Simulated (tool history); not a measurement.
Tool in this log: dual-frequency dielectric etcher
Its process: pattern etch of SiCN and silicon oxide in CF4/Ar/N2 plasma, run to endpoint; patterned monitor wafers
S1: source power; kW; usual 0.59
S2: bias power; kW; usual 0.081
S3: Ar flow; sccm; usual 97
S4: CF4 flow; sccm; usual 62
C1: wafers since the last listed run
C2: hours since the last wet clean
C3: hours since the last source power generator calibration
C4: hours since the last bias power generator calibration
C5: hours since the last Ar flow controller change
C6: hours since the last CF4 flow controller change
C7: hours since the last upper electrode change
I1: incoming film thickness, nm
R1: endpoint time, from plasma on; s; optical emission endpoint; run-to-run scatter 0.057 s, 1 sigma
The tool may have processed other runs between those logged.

run	hour	S1	S2	S3	S4	C1	C2	C3	C4	C5	C6	C7	I1	R1
1	0	0.59	0.081	97	62	0	176	3141.6	3455	1868.6	5663.8	2797.8	12.45	11.7
2	60.5	0.59	0.081	97	62	895	236.5	3202.1	3515.5	1929.1	5724.3	2858.3	12.41	11.6
# hour 256.6: wet clean of the chamber
3	257.1	0.59	0.096	97	62	2555	0.5	3398.7	3712.1	2125.7	5920.9	3054.9	12.37	10.7
# hour 266.1: Ar flow controller replaced
4	313.8	0.59	0.096	97	62	750	57.2	3455.4	3768.8	47.7	5977.6	3111.6	12.42	10.8
5	373.4	0.59	0.096	97	62	882	116.8	3515	3828.4	107.3	6037.2	3171.2	12.4	10.9
6	405.4	0.55	0.081	97	62	473	148.8	3547	3860.4	139.3	6069.2	3203.2	12.56	12.9
# hour 445.6: CF4 flow controller replaced
7	454.3	0.59	0.081	97	62	635	197.7	3595.9	3909.3	188.2	8.7	3252.1	12.29	11.6
8	636.1	0.59	0.081	97	62	2692	379.5	3777.7	4091.1	370	190.5	3433.9	12.5	12.1
9	691.1	0.59	0.081	97	62	814	434.5	3832.7	4146.1	425	245.5	3488.9	12.37	11.8
10	717.6	0.59	0.081	97	62	392	461	3859.2	4172.6	451.5	272	3515.4	12.48	12
# hour 736.7: bias power generator calibrated
# hour 766.3: wet clean of the chamber
11	775.9	0.59	0.081	97	52	448	9.6	3917.5	39.2	509.8	330.3	3573.7	12.42	11.7
# hour 857.1: upper electrode replaced
12	857.6	0.65	0.093	97	56	854	91.3	3999.2	120.9	591.5	412	0.5	12.35	9.8
13	886.9	0.59	0.081	97	62	433	120.6	4028.5	150.2	620.8	441.3	29.8	12.33	11.4
14	948.7	0.59	0.095	97	62	915	182.4	4090.3	212	682.6	503.1	91.6	12.37	10.8
# hour 986.4: source power generator calibrated
15	986.9	0.59	0.081	97	62	506	220.6	0.5	250.2	720.8	541.3	129.8	12.49	11.7
16	1032.2	0.48	0.081	97	62	670	265.9	45.8	295.5	766.1	586.6	175.1	12.35	14.7
17	1077.7	0.59	0.081	97	62	673	311.4	91.3	341	811.6	632.1	220.6	12.33	11.5
18	1131	0.59	0.081	97	62	789	364.7	144.6	394.3	864.9	685.4	273.9	12.46	11.8
19	1173.4	0.59	0.081	113	62	627	407.1	187	436.7	907.3	727.8	316.3	12.51	12.1
# hour 1259.3: wet clean of the chamber
20	1259.8	0.59	0.088	97	62	923	0.5	273.4	523.1	993.7	814.2	402.7	12.49	11.1
21	1299.1	0.59	0.09	97	62	581	39.8	312.7	562.4	1033	853.5	442	12.33	11
22	1372.1	0.59	0.097	97	51	1080	112.8	385.7	635.4	1106	926.5	515	12.39	11.1
23	1411.7	0.71	0.09	88	73	586	152.4	425.3	675	1145.6	966.1	554.6	12.43	8.9

Alternative continuations, all from the tool just after run 23; predict every row:
A	1412.1	0.59	0.081	97	62	5	152.8	425.7	675.4	1146	966.5	555	12.5	?
B	1412.1	0.63	0.07	109	77	5	152.8	425.7	675.4	1146	966.5	555	12.5	?
C	1412.1	0.73	0.081	97	68	5	152.8	425.7	675.4	1146	966.5	555	12.5	?
D	1412.1	0.48	0.081	74	52	5	152.8	425.7	675.4	1146	966.5	555	12.5	?
E	1412.1	0.72	0.07	97	62	5	152.8	425.7	675.4	1146	966.5	555	12.5	?

run	R1
A	11.8
B	11.3
C	9.2
D	15.1
E	10.1
Take away the tool's hidden state, keep each run's random variation, and the runs would have read:
run	R1
A	11.6
B	11.1
C	9
D	14.8
E	9.9
